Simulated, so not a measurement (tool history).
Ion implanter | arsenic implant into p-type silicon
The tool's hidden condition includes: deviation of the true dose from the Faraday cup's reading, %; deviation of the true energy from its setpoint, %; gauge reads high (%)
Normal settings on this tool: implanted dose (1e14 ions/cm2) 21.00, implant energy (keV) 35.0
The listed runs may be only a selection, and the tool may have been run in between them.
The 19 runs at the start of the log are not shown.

| run | hour | implanted dose (1e14 ions/cm2) | implant energy (keV) | wafers since the last listed run | hours since the last dose calibration | hours since the extraction supply was calibrated | hours since the gauge calibration | read-back reference wafer on the same gauge, sheet resistance | sheet resistance of the implanted and annealed layer (ohm/square) |
|---|---|---|---|---|---|---|---|---|---|
| 20 | 847.2 | 24.26 | 45.5 | 494 | 2534.4 | 391.3 | 842.0 | 70.30 | 74.25 |
| 21 | 917.5 | 21.00 | 35.0 | 1260 | 2604.7 | 461.6 | 912.3 | 70.28 | 86.12 |
| 22 | 961.2 | 15.59 | 40.0 | 783 | 2648.4 | 505.3 | 956.0 | 70.31 | 90.06 |
| 23 | 1031.6 | 15.95 | 35.0 | 1262 | 2718.8 | 575.7 | 1026.4 | 70.28 | 93.41 |
|  | 1060.9 | Faraday cup replaced and dose calibrated |
| 24 | 1061.4 | 23.26 | 42.0 | 390 | 0.5 | 605.5 | 1056.2 | 70.30 | 76.66 |
|  | 1094.1 | gauge calibrated |
| 25 | 1124.8 | 23.77 | 30.5 | 1137 | 63.9 | 668.9 | 30.7 | 70.31 | 88.43 |
| 26 | 1157.9 | 21.00 | 35.0 | 593 | 97.0 | 702.0 | 63.8 | 70.30 | 85.41 |
| 27 | 1216.7 | 21.00 | 35.0 | 1054 | 155.8 | 760.8 | 122.6 | 70.31 | 85.22 |
| 28 | 1280.3 | 21.00 | 35.0 | 1140 | 219.4 | 824.4 | 186.2 | 70.29 | 85.17 |
| 29 | 1341.3 | 17.78 | 38.5 | 1093 | 280.4 | 885.4 | 247.2 | 70.28 | 85.56 |
| 30 | 1401.2 | 18.71 | 30.5 | 1074 | 340.3 | 945.3 | 307.1 | 70.29 | 92.40 |

Predict each of these 3 candidate next runs independently; none follows another, all start after run 30:
| A | 1401.6 | 21.00 | 35.0 | 7 | 340.7 | 945.7 | 307.5 | ? | ? |
| B | 1401.6 | 27.24 | 31.0 | 7 | 340.7 | 945.7 | 307.5 | ? | ? |
| C | 1401.6 | 18.32 | 39.0 | 7 | 340.7 | 945.7 | 307.5 | ? | ? |

| run | read-back reference wafer on the same gauge, sheet resistance | sheet resistance of the implanted and annealed layer (ohm/square) |
|---|---|---|
| A | 70.29 | 85.18 |
| B | 70.29 | 86.08 |
| C | 70.29 | 84.44 |
With no hidden state in the tool, these same runs would have given:
| run | sheet resistance of the implanted and annealed layer (ohm/square) |
|---|---|
| A | 84.97 |
| B | 85.95 |
| C | 84.16 |

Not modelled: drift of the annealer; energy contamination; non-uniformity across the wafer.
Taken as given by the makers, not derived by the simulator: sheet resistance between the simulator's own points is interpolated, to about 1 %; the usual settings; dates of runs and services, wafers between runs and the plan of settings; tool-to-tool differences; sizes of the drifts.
